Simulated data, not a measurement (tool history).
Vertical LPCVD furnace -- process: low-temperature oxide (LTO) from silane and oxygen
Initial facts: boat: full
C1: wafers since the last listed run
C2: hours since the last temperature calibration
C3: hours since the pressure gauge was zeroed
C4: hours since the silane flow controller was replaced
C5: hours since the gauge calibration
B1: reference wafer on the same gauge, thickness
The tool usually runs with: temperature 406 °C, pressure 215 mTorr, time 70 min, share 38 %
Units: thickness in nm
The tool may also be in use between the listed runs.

{"run": 1, "hour": 0.0, "temperature": 406, "pressure": 255, "time": 70, "share": 38, "C1": 0, "C2": 4444.7, "C3": 2959.3, "C4": 5961.6, "C5": 51.5, "B1": 603.96, "thickness": 761.64}
{"run": 2, "hour": 18.5, "temperature": 406, "pressure": 255, "time": 70, "share": 38, "C1": 227, "C2": 4463.2, "C3": 2977.8, "C4": 5980.1, "C5": 70, "B1": 604.05, "thickness": 761.71}
{"run": 3, "hour": 28.5, "temperature": 406, "pressure": 255, "time": 70, "share": 38, "C1": 123, "C2": 4473.2, "C3": 2987.8, "C4": 5990.1, "C5": 80, "B1": 604.01, "thickness": 760.56}
{"run": 4, "hour": 36.3, "temperature": 406, "pressure": 175, "time": 70, "share": 35, "C1": 96, "C2": 4481, "C3": 2995.6, "C4": 5997.9, "C5": 87.8, "B1": 603.84, "thickness": 468.82}
{"run": 5, "hour": 44.4, "temperature": 406, "pressure": 175, "time": 70, "share": 35, "C1": 99, "C2": 4489.1, "C3": 3003.7, "C4": 6006, "C5": 95.9, "B1": 603.84, "thickness": 469.78}
{"run": 6, "hour": 51.7, "temperature": 406, "pressure": 215, "time": 49.5, "share": 32, "C1": 89, "C2": 4496.4, "C3": 3011, "C4": 6013.3, "C5": 103.2, "B1": 604.19, "thickness": 361.65}
{"run": 7, "hour": 71.9, "temperature": 406, "pressure": 215, "time": 49.5, "share": 32, "C1": 248, "C2": 4516.6, "C3": 3031.2, "C4": 6033.5, "C5": 123.4, "B1": 603.96, "thickness": 361.53}
{"run": 8, "hour": 90.7, "temperature": 406, "pressure": 215, "time": 70, "share": 38, "C1": 231, "C2": 4535.4, "C3": 3050, "C4": 6052.3, "C5": 142.2, "B1": 604, "thickness": 640.58}
{"hour": 118.3, "done": "pressure gauge zeroed"}
{"run": 9, "hour": 118.8, "temperature": 406, "pressure": 235, "time": 70, "share": 40, "C1": 50, "C2": 4563.5, "C3": 0.5, "C4": 6080.4, "C5": 170.3, "B1": 604.05, "thickness": 745.55}
{"hour": 123.8, "done": "gauge calibrated"}
{"run": 10, "hour": 125.8, "temperature": 406, "pressure": 215, "time": 50.5, "share": 38, "C1": 86, "C2": 4570.5, "C3": 7.5, "C4": 6087.4, "C5": 2, "B1": 604.32, "thickness": 462.43}
{"hour": 162.4, "done": "thermocouples replaced and temperature profile calibrated"}
{"hour": 185.6, "done": "silane flow controller replaced"}
{"run": 11, "hour": 186.1, "temperature": 406, "pressure": 265, "time": 70, "share": 38, "C1": 161, "C2": 23.7, "C3": 67.8, "C4": 0.5, "C5": 62.3, "B1": 603.86, "thickness": 790.62}
{"run": 12, "hour": 190.9, "temperature": 410, "pressure": 180, "time": 91, "share": 34, "C1": 59, "C2": 28.5, "C3": 72.6, "C4": 5.3, "C5": 67.1, "B1": 604.45, "thickness": 631.77}
{"run": 13, "hour": 195.7, "temperature": 402, "pressure": 245, "time": 70, "share": 38, "C1": 59, "C2": 33.3, "C3": 77.4, "C4": 10.1, "C5": 71.9, "B1": 603.84, "thickness": 699.48}
{"run": 14, "hour": 200.5, "temperature": 406, "pressure": 215, "time": 70, "share": 38, "C1": 59, "C2": 38.1, "C3": 82.2, "C4": 14.9, "C5": 76.7, "B1": 603.43, "thickness": 641.51}
{"run": 15, "hour": 205.3, "temperature": 395, "pressure": 200, "time": 70, "share": 40, "C1": 59, "C2": 42.9, "C3": 87, "C4": 19.7, "C5": 81.5, "B1": 603.66, "thickness": 561.32}
{"run": 16, "hour": 217.3, "temperature": 414, "pressure": 260, "time": 42.5, "share": 45, "C1": 147, "C2": 54.9, "C3": 99, "C4": 31.7, "C5": 93.5, "B1": 604.07, "thickness": 617.29}
{"run": 17, "hour": 235.2, "temperature": 413, "pressure": 165, "time": 95.5, "share": 33, "C1": 220, "C2": 72.8, "C3": 116.9, "C4": 49.6, "C5": 111.4, "B1": 604.12, "thickness": 604.25}

Here are 4 independent what-if runs from the current tool condition. What would each one return?
{"run": "A", "hour": 240.1, "temperature": 406, "pressure": 200, "time": 70, "share": 38, "C1": 60, "C2": 77.7, "C3": 121.8, "C4": 54.5, "C5": 116.3, "B1": "?", "thickness": "?"}
{"run": "B", "hour": 240.1, "temperature": 413, "pressure": 215, "time": 46.5, "share": 31, "C1": 60, "C2": 77.7, "C3": 121.8, "C4": 54.5, "C5": 116.3, "B1": "?", "thickness": "?"}
{"run": "C", "hour": 240.1, "temperature": 399, "pressure": 215, "time": 70, "share": 33, "C1": 60, "C2": 77.7, "C3": 121.8, "C4": 54.5, "C5": 116.3, "B1": "?", "thickness": "?"}
{"run": "D", "hour": 240.1, "temperature": 406, "pressure": 180, "time": 70, "share": 38, "C1": 60, "C2": 77.7, "C3": 121.8, "C4": 54.5, "C5": 116.3, "B1": "?", "thickness": "?"}

run=A B1=604.2 thickness=596.97
run=B B1=604.2 thickness=351.98
run=C B1=604.2 thickness=492.51
run=D B1=604.2 thickness=537.27
The same runs, with their run-to-run variation unchanged, on a tool lacking any hidden condition would have given:
run=A thickness=596.97
run=B thickness=351.98
run=C thickness=492.51
run=D thickness=537.27
